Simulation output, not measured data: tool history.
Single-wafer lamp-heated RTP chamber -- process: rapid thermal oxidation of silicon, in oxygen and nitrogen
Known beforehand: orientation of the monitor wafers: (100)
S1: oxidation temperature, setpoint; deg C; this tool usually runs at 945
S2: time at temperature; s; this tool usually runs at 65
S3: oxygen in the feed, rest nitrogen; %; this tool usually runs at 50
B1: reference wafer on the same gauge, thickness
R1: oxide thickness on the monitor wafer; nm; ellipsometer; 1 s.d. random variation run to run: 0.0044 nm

| run | day | S1 | S2 | S3 | B1 | R1 |
|---|---|---|---|---|---|---|
| 1 | 0 | 945 | 65 | 50 | 3.492 | 2.971 |
| 2 | 2.612 | 945 | 65 | 50 | 3.491 | 2.985 |
| 3 | 3.754 | 945 | 65 | 50 | 3.489 | 2.992 |
| 4 | 5.804 | 945 | 65 | 50 | 3.49 | 3.006 |
| 5 | 6.842 | 945 | 48 | 50 | 3.491 | 2.69 |
| 6 | 9.021 | 945 | 48 | 50 | 3.491 | 2.697 |
| 7 | 10.125 | 945 | 65 | 50 | 3.49 | 2.976 |
| 8 | 11.967 | 957 | 65 | 50 | 3.491 | 3.208 |
| 9 | 13.025 | 945 | 40 | 50 | 3.488 | 2.565 |
| 10 | 14.133 | 945 | 65 | 50 | 3.489 | 2.988 |
| 11 | 15.308 | 945 | 65 | 26 | 3.487 | 2.597 |
| 12 | 16.479 | 960 | 65 | 23 | 3.491 | 2.728 |
| 13 | 19.204 | 930 | 65 | 50 | 3.49 | 2.727 |
| 14 | 20.442 | 955 | 33 | 61 | 3.491 | 2.633 |
| 15 | 22.375 | 970 | 49 | 63 | 3.491 | 3.325 |
| 16 | 24.583 | 931 | 50 | 67 | 3.488 | 2.705 |
| 17 | 26.275 | 945 | 65 | 50 | 3.49 | 2.985 |
| 18 | 28.988 | 965 | 65 | 60 | 3.491 | 3.6 |
| 19 | 31.562 | 945 | 65 | 50 | 3.49 | 2.966 |

Put back what was entered between runs (5 entries, withheld): which listed runs does each sit between, and how does the hidden state differ from the listed run before to the listed run after?
Run 4 -> run 5: pyrometer window cleaned and pyrometer calibrated (day 6.796)
  true wafer temperature minus pyrometer reading, K: 2.83 -> 0.577
  measured result minus the result with no hidden state, R1: +0.049 -> +0.008 nm
Run 6 -> run 7: gauge calibrated (day 9.617)
  true wafer temperature minus pyrometer reading, K: 0.703 -> 0.859
  measured result minus the result with no hidden state, R1: +0.009 -> +0.015 nm
Run 7 -> run 8: oxygen flow controller replaced (day 11.729)
  true wafer temperature minus pyrometer reading, K: 0.859 -> 1.26
  measured result minus the result with no hidden state, R1: +0.015 -> +0.025 nm
Run 12 -> run 13: pyrometer window cleaned and pyrometer calibrated (day 19.183)
  true wafer temperature minus pyrometer reading, K: 2.96 -> 0.0812
  measured result minus the result with no hidden state, R1: +0.038 -> +0.002 nm
Run 18 -> run 19: pyrometer window cleaned and pyrometer calibrated (day 31.542)
  true wafer temperature minus pyrometer reading, K: 2.53 -> 0.139
  measured result minus the result with no hidden state, R1: +0.061 -> +0.003 nm
